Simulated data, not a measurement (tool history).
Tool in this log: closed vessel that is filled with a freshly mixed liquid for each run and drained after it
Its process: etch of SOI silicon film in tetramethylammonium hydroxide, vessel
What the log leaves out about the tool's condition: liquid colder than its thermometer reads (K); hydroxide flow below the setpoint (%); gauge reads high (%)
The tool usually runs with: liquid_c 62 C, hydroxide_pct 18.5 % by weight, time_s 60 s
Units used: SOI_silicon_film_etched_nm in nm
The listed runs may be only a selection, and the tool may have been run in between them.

run	hour	liquid_c	hydroxide_pct	time_s	wafers since the last listed run	hours since the thermometer was replaced	hours since the hydroxide flow meter was replaced	hours since the gauge calibration	read-back film thickness of the SOI silicon film reference wafer, read on the same gauge (nm)	SOI_silicon_film_etched_nm
1	0	62	14.5	60	0	767.7	302.4	503.9	49.99	236.53
2	77.5	62	18.5	35	8862	845.2	379.9	581.4	49.98	125.95
3	130.4	62	21.5	60	6049	898.1	432.8	634.3	49.98	201.96
4	166.5	62	21.5	60	4128	934.2	468.9	670.4	50.02	203.18
5	205.6	62	18.5	60	4471	973.3	508	709.5	50.04	216.06
6	250.4	62	18.5	60	5123	1018.1	552.8	754.3	50.01	215.96
7	344.7	62	18.5	60	10783	1112.4	647.1	848.6	49.97	217.1
8	429.2	62	18.5	60	9663	1196.9	731.6	933.1	49.97	219.43
9	531.3	62	18.5	60	11675	1299	833.7	1035.2	49.93	219.82
10	592.5	62	18.5	60	6998	1360.2	894.9	1096.4	50.03	221.49
# hour 612.8: hydroxide flow meter replaced
11	660.1	62	18.5	60	7616	1427.8	47.3	1164	49.96	210.82
12	700.2	62	18.5	60	4585	1467.9	87.4	1204.1	50.01	213.09
13	744.7	62	18.5	60	5088	1512.4	131.9	1248.6	49.97	212.54
# hour 803.9: thermometer replaced
14	823.2	65	23.5	90	8862	19.3	210.4	1327.1	49.93	338.74
15	937	62	21.5	30	13013	133.1	324.2	1440.9	49.99	99.99
16	1039.1	62	14.5	75	11675	235.2	426.3	1543	50.03	298.81
17	1235.3	67.5	23.5	35	22436	431.4	622.5	1739.2	49.99	160.23
18	1320.7	69	22.5	50	9765	516.8	707.9	1824.6	49.93	256.44
# hour 1375.1: hydroxide flow meter replaced
19	1399.6	64.5	18.5	90	8908	595.7	24.5	1903.5	50.03	365.47
# hour 1442.2: gauge calibrated
20	1591	58.5	18.5	50	21887	787.1	215.9	148.8	50	141.93
21	1680	62	18.5	60	10177	876.1	304.9	237.8	50.05	212.43
22	1759.4	62	18.5	60	9079	955.5	384.3	317.2	50.02	214.51
23	1839.9	62	20.5	50	9205	1036	464.8	397.7	49.99	171.24
24	1910.4	66	18.5	85	8062	1106.5	535.3	468.2	49.98	388.92
25	1974.7	55	18.5	60	7353	1170.8	599.6	532.5	50.02	140.42
26	2175.9	59	18.5	60	23008	1372	800.8	733.7	49.98	181.32
# hour 2241.2: thermometer replaced
# hour 2256.6: hydroxide flow meter replaced
27	2273.5	62	18.5	60	10932	32.3	16.9	831.3	50	210.4
28	2444.5	55	18.5	45	19554	203.3	187.9	1002.3	50.05	103.02
29	2539.7	62	13.5	60	10886	298.5	283.1	1097.5	49.98	246.56
30	2596.7	62	21.5	30	6518	355.5	340.1	1154.5	50.04	100.56
31	2656.4	62	18.5	60	6827	415.2	399.8	1214.2	50.01	215.48
32	2708.3	62	18.5	90	5935	467.1	451.7	1266.1	49.98	326.57
33	2750.2	62	18.5	60	4791	509	493.6	1308	50	216.59

Here are 4 independent what-if runs from the current tool condition. What would each one return?
A	2750.9	62	18.5	70	80	509.7	494.3	1308.7	?	?
B	2750.9	62	21	80	80	509.7	494.3	1308.7	?	?
C	2750.9	62	18.5	80	80	509.7	494.3	1308.7	?	?
D	2750.9	68	21.5	60	80	509.7	494.3	1308.7	?	?

run	read-back film thickness of the SOI silicon film reference wafer, read on the same gauge (nm)	SOI_silicon_film_etched_nm
A	49.99	252.52
B	49.99	273.93
C	49.99	288.59
D	49.99	292.13
Had the tool no hidden state, the same runs would have come out as:
run	SOI_silicon_film_etched_nm
A	244.54
B	263.58
C	279.47
D	280.71
